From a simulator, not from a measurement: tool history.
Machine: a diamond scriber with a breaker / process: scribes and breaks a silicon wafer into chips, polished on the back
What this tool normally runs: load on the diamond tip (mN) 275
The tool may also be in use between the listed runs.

run	hour	load on the diamond tip (mN)	wafers since the last listed run	hours since the diamond tip was replaced	hours since the load on the tip was calibrated	incoming depth of the damage left on the back of the incoming wafer, um	depth of the median crack under the scribed line (µm)	chips rejected at inspection after the break (%)
1	0.0	245	0	807.3	985.6	0.02	7.51	1.88
2	39.1	245	177	846.4	1024.7	0.04	7.44	1.91
# hour 54.7: diamond tip replaced by a new one
3	110.9	233	316	56.2	1096.5	0.05	7.10	2.93
4	169.6	233	265	114.9	1155.2	0.01	7.03	2.80
5	314.6	304	656	259.9	1300.2	0.04	8.42	0.64
6	368.8	325	245	314.1	1354.4	0.03	8.71	0.83
7	424.0	325	249	369.3	1409.6	0.05	8.74	0.80
8	631.8	325	941	577.1	1617.4	0.04	8.57	0.67
9	680.6	296	220	625.9	1666.2	0.05	8.23	0.68
10	744.7	219	290	690.0	1730.3	0.04	6.60	5.86
11	816.6	275	325	761.9	1802.2	0.01	7.50	1.42
12	843.4	326	121	788.7	1829.0	0.03	8.55	0.65
# hour 860.8: diamond tip replaced by a new one
# hour 890.8: load on the tip recalibrated
13	900.8	275	241	40.0	10.0	0.03	8.47	0.59
14	936.3	233	160	75.5	45.5	0.03	7.60	1.63
15	972.3	346	163	111.5	81.5	0.01	9.76	2.87
16	1039.0	204	302	178.2	148.2	0.03	7.03	3.93
17	1094.4	198	250	233.6	203.6	0.05	6.86	4.70
18	1144.5	275	226	283.7	253.7	0.04	8.30	0.56
19	1169.5	218	113	308.7	278.7	0.02	7.35	2.81

What was the tool's hidden state at every run in the log?
share of the diamond tip's cutting effectiveness lost through wear, %: 0 at every run
H1: deviation of the load on the tip from its setpoint, %
run	H1
1	-5.87
2	-6.13
3	-6.65
4	-7.09
5	-8.29
6	-8.78
7	-9.29
8	-11.4
9	-12
10	-12.7
11	-13.5
12	-13.9
13	1.15
14	1.14
15	1.13
16	1.08
17	1.01
18	0.932
19	0.887
